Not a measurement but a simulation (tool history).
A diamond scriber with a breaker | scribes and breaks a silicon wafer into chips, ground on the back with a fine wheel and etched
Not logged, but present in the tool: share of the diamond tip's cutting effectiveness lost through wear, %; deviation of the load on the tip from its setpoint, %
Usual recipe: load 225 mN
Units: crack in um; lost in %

run,hour,load,wafers since the last listed run,hours since the diamond tip was replaced,hours since the load on the tip was calibrated,"incoming depth of the damage left on the back of the incoming wafer, um",crack,lost
1,0,225,0,700.3,1909.9,0.41,12.18,4.52
2,27.7,225,40,728,1937.6,0.62,12.39,4.67
3,45.3,176,25,745.6,1955.2,0.5,9.66,21.69
4,55.2,176,14,755.5,1965.1,0.5,10.11,20.38
5,65.8,176,15,766.1,1975.7,0.46,10.12,19.79
6,78.2,263,18,778.5,1988.1,0.39,13.67,1.09
7,89.8,225,16,790.1,1999.7,0.33,11.82,5.58
8,98.8,225,13,799.1,2008.7,0.75,11.97,5.39
9,108.6,225,14,808.9,2018.5,0.8,11.73,5.7
10,127.5,268,27,827.8,2037.4,0.59,13.04,0.92
11,139.5,268,17,839.8,2049.4,0.46,13.29,0.94
12,150.8,225,16,851.1,2060.7,0.77,11.67,7.19
13,159.5,225,12,859.8,2069.4,0.34,11.36,6.42
14,177.4,225,26,877.7,2087.3,0.54,11.75,7.07
# hour 191.3: diamond tip replaced by a new one, of another model than before
15,192,275,18,0.7,2101.9,0.33,15.22,2.04
# hour 205.4: load on the tip recalibrated
16,205.9,275,17,14.6,0.5,0.76,15.19,2.14
17,218.9,225,18,27.6,13.5,0.52,14.15,0.72
18,232.6,225,19,41.3,27.2,0.54,13.47,0.72
19,247.6,225,21,56.3,42.2,0.79,13.46,0.67
20,254,197,9,62.7,48.6,0.65,12.93,1.75
21,271.1,186,24,79.8,65.7,0.45,12.33,2.71
22,286.7,274,22,95.4,81.3,0.65,14.81,1.58
23,300.5,258,20,109.2,95.1,0.56,14.8,0.95
24,311.3,281,15,120,105.9,0.48,14.69,1.99
25,323.2,225,17,131.9,117.8,0.75,13.2,0.88
26,333.6,225,15,142.3,128.2,0.62,13.18,0.93
27,342.4,225,12,151.1,137,0.37,13.79,0.78
28,356.6,202,20,165.3,151.2,0.32,12.85,2.31
29,362.8,247,9,171.5,157.4,0.43,13.82,0.67
30,377.2,225,20,185.9,171.8,0.46,13.35,0.88
31,386.9,275,14,195.6,181.5,0.74,14.79,1.27
32,404.2,288,25,212.9,198.8,0.45,14.6,1.92
33,410.8,284,9,219.5,205.4,0.4,14.78,1.66
34,420.6,279,14,229.3,215.2,0.64,14.6,1.34
35,437.1,272,24,245.8,231.7,0.6,14.56,0.93
36,446.6,225,13,255.3,241.2,0.59,13.08,1.06
37,455.6,225,13,264.3,250.2,0.36,13.27,1.31
38,479.5,292,34,288.2,274.1,0.42,15.35,1.72
39,492,183,18,300.7,286.6,0.43,11.88,6.18
40,502.7,225,15,311.4,297.3,0.63,12.84,1.4
41,520,157,25,328.7,314.6,0.34,11.05,10.23
42,529,170,13,337.7,323.6,0.63,11.4,8.03

What if the next run were any one of these 4? Each begins from the tool's condition after run 42:
A,529.6,161,0,338.3,324.2,0.34,?,?
B,529.6,260,0,338.3,324.2,0.34,?,?
C,529.6,280,0,338.3,324.2,0.34,?,?
D,529.6,251,0,338.3,324.2,0.34,?,?

run,crack,lost
A,11.26,9.17
B,14.08,0.58
C,14.62,0.9
D,13.84,0.61
Had the tool no hidden state, the same runs would have come out as:
run,crack,lost
A,12.04,4.85
B,15.05,1.51
C,15.63,2.74
D,14.79,1.11

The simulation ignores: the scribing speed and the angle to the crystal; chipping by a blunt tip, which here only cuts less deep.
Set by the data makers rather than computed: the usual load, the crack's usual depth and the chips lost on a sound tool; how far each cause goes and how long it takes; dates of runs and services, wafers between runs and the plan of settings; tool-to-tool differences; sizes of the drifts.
